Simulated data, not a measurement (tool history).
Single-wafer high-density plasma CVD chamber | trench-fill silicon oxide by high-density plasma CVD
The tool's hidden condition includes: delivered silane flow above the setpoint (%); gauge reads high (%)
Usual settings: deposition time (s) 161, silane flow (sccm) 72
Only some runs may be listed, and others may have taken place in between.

run,hour,deposition time (s),silane flow (sccm),wafers since the last listed run,hours since the silane flow controller was replaced,hours since the gauge calibration,"read-back reference wafer on the same gauge, thickness_nm",mean film thickness on the monitor wafer (Å)
1,0.0,144,77,0,4409.4,229.3,1110.075,10805.98
2,66.3,144,77,869,4475.7,295.6,1109.914,10789.29
3,115.7,153,72,647,4525.1,345.0,1110.553,10751.63
4,144.6,153,72,378,4554.0,373.9,1109.468,10731.91
5,192.8,161,72,631,4602.2,422.1,1111.052,11274.38
6,231.0,161,72,500,4640.4,460.3,1109.864,11209.91
7,284.1,161,72,696,4693.5,513.4,1109.151,11235.57
8,312.6,161,61,373,4722.0,541.9,1110.441,9528.16
9,350.9,161,61,502,4760.3,580.2,1109.787,9514.43
10,383.2,161,61,423,4792.6,612.5,1109.884,9505.10
11,581.0,161,61,2593,4990.4,810.3,1110.674,9448.34
12,640.7,161,72,782,5050.1,870.0,1110.694,11145.00
# hour 669.3: gauge calibrated
13,710.5,176,72,915,5119.9,41.2,1110.194,12133.97
# hour 773.6: silane flow controller replaced
14,774.1,142,86,728,0.5,104.8,1110.648,12683.28
15,816.9,179,64,561,43.3,147.6,1109.537,11833.06
16,859.5,146,60,558,85.9,190.2,1110.458,9112.14
17,895.5,152,85,472,121.9,226.2,1108.957,13401.46
18,925.7,152,59,395,152.1,256.4,1110.578,9310.83
19,960.7,184,62,458,187.1,291.4,1109.788,11768.79

Run 20 is up next; what results do you expect?
20,1009.0,150,72,633,235.4,339.7,?,?

Run 20 measured read-back reference wafer on the same gauge, thickness_nm 1110.136, mean film thickness on the monitor wafer (Å) 11199.05.
The same run, on a tool lacking any hidden state, would have yielded mean film thickness on the monitor wafer (Å) 11274.47.
